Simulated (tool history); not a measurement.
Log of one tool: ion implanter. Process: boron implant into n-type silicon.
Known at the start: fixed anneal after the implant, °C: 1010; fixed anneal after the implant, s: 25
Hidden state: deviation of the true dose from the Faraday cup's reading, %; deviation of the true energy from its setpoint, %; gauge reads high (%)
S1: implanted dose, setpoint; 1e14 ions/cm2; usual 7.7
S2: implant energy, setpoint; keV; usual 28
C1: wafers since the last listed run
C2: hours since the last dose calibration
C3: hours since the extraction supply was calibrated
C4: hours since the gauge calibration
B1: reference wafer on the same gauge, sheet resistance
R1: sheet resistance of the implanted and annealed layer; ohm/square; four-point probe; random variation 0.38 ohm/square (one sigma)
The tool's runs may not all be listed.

run 1 hour=0 | S1=7.7 S2=23 | C1=0 C2=1242.5 C3=5513 C4=100 | B1=121.94 | R1=144.95
run 2 hour=11 | S1=7.7 S2=23 | C1=291 C2=1253.5 C3=5524 C4=111 | B1=121.98 | R1=145.21
run 3 hour=23 | S1=7.7 S2=25.5 | C1=317 C2=1265.5 C3=5536 C4=123 | B1=121.94 | R1=143.82
run 4 hour=39.2 | S1=7.7 S2=25.5 | C1=429 C2=1281.7 C3=5552.2 C4=139.2 | B1=121.96 | R1=143.77
run 5 hour=55.4 | S1=7.7 S2=28 | C1=429 C2=1297.9 C3=5568.4 C4=155.4 | B1=121.95 | R1=142.31
run 6 hour=72.5 | S1=6.03 S2=35.5 | C1=453 C2=1315 C3=5585.5 C4=172.5 | B1=122.04 | R1=170.5
run 7 hour=83.3 | S1=6.03 S2=35.5 | C1=286 C2=1325.8 C3=5596.3 C4=183.3 | B1=121.94 | R1=171.62
run 8 hour=92.2 | S1=6.83 S2=28 | C1=235 C2=1334.7 C3=5605.2 C4=192.2 | B1=122.04 | R1=158.31
run 9 hour=100.8 | S1=6.83 S2=28 | C1=227 C2=1343.3 C3=5613.8 C4=200.8 | B1=121.98 | R1=157.76
run 10 hour=114.6 | S1=7.7 S2=28 | C1=365 C2=1357.1 C3=5627.6 C4=214.6 | B1=122.01 | R1=142.63
run 11 hour=126.8 | S1=7.7 S2=28 | C1=323 C2=1369.3 C3=5639.8 C4=226.8 | B1=122.03 | R1=142.53
run 12 hour=139.8 | S1=7.7 S2=28 | C1=344 C2=1382.3 C3=5652.8 C4=239.8 | B1=121.98 | R1=143.47
run 13 hour=191.4 | S1=8.6 S2=28 | C1=1366 C2=1433.9 C3=5704.4 C4=291.4 | B1=122.02 | R1=130.4
run 14 hour=205.5 | S1=7.7 S2=28 | C1=373 C2=1448 C3=5718.5 C4=305.5 | B1=122.06 | R1=144.45
run 15 hour=256 | S1=7.7 S2=28 | C1=1337 C2=1498.5 C3=5769 C4=356 | B1=122 | R1=144.18
-- hour=269.4 extraction supply calibrated
-- hour=300.5 Faraday cup replaced and dose calibrated
run 16 hour=301 | S1=7.7 S2=28 | C1=768 C2=0.5 C3=31.6 C4=401 | B1=122.11 | R1=139.81
run 17 hour=307.4 | S1=7.7 S2=22 | C1=169 C2=6.9 C3=38 C4=407.4 | B1=122.13 | R1=142.19
run 18 hour=323 | S1=5.82 S2=35 | C1=413 C2=22.5 C3=53.6 C4=423 | B1=121.9 | R1=171.58
run 19 hour=339 | S1=7.7 S2=28 | C1=423 C2=38.5 C3=69.6 C4=439 | B1=122.02 | R1=139.29
run 20 hour=351.5 | S1=9.01 S2=23 | C1=331 C2=51 C3=82.1 C4=451.5 | B1=122.1 | R1=123.17
run 21 hour=358.7 | S1=6.05 S2=19 | C1=190 C2=58.2 C3=89.3 C4=458.7 | B1=121.83 | R1=177.57
-- hour=365 gauge calibrated
run 22 hour=376.1 | S1=6.36 S2=33 | C1=460 C2=75.6 C3=106.7 C4=11.1 | B1=122.02 | R1=160.64
run 23 hour=385.9 | S1=5.52 S2=31 | C1=259 C2=85.4 C3=116.5 C4=20.9 | B1=121.96 | R1=181.87
run 24 hour=403 | S1=9.9 S2=37.5 | C1=453 C2=102.5 C3=133.6 C4=38 | B1=122.01 | R1=111.07
run 25 hour=418.1 | S1=8.49 S2=35.5 | C1=400 C2=117.6 C3=148.7 C4=53.1 | B1=122.17 | R1=126.02
run 26 hour=429.5 | S1=9.49 S2=37 | C1=302 C2=129 C3=160.1 C4=64.5 | B1=122.02 | R1=115.34
run 27 hour=436.1 | S1=7.7 S2=28 | C1=174 C2=135.6 C3=166.7 C4=71.1 | B1=122 | R1=138.35
run 28 hour=449.7 | S1=6.36 S2=33 | C1=360 C2=149.2 C3=180.3 C4=84.7 | B1=121.94 | R1=161.09
run 29 hour=462.4 | S1=6.53 S2=33 | C1=336 C2=161.9 C3=193 C4=97.4 | B1=121.91 | R1=158.53
run 30 hour=476.4 | S1=9.95 S2=32.5 | C1=370 C2=175.9 C3=207 C4=111.4 | B1=122.04 | R1=110.88
run 31 hour=492.7 | S1=7.7 S2=28 | C1=431 C2=192.2 C3=223.3 C4=127.7 | B1=122.15 | R1=139.11
run 32 hour=503.9 | S1=7.7 S2=31.5 | C1=296 C2=203.4 C3=234.5 C4=138.9 | B1=121.97 | R1=138.37
run 33 hour=520.3 | S1=7.7 S2=28 | C1=434 C2=219.8 C3=250.9 C4=155.3 | B1=122 | R1=139.37
run 34 hour=534.7 | S1=8.49 S2=35.5 | C1=381 C2=234.2 C3=265.3 C4=169.7 | B1=121.98 | R1=125.85
run 35 hour=544.1 | S1=8.6 S2=36.5 | C1=249 C2=243.6 C3=274.7 C4=179.1 | B1=122.03 | R1=124.7

The tool's hidden state at each run:
deviation of the true energy from its setpoint, %: 0 in every run
gauge reads high (%): 0 in every run
H1: deviation of the true dose from the Faraday cup's reading, %
run=1 H1=-2.99
run=2 H1=-3.04
run=3 H1=-3.09
run=4 H1=-3.16
run=5 H1=-3.23
run=6 H1=-3.31
run=7 H1=-3.36
run=8 H1=-3.4
run=9 H1=-3.44
run=10 H1=-3.5
run=11 H1=-3.56
run=12 H1=-3.62
run=13 H1=-3.87
run=14 H1=-3.94
run=15 H1=-4.19
run=16 H1=-0.312
run=17 H1=-0.312
run=18 H1=-0.313
run=19 H1=-0.315
run=20 H1=-0.317
run=21 H1=-0.318
run=22 H1=-0.322
run=23 H1=-0.325
run=24 H1=-0.33
run=25 H1=-0.336
run=26 H1=-0.341
run=27 H1=-0.344
run=28 H1=-0.35
run=29 H1=-0.357
run=30 H1=-0.365
run=31 H1=-0.375
run=32 H1=-0.383
run=33 H1=-0.395
run=34 H1=-0.406
run=35 H1=-0.414
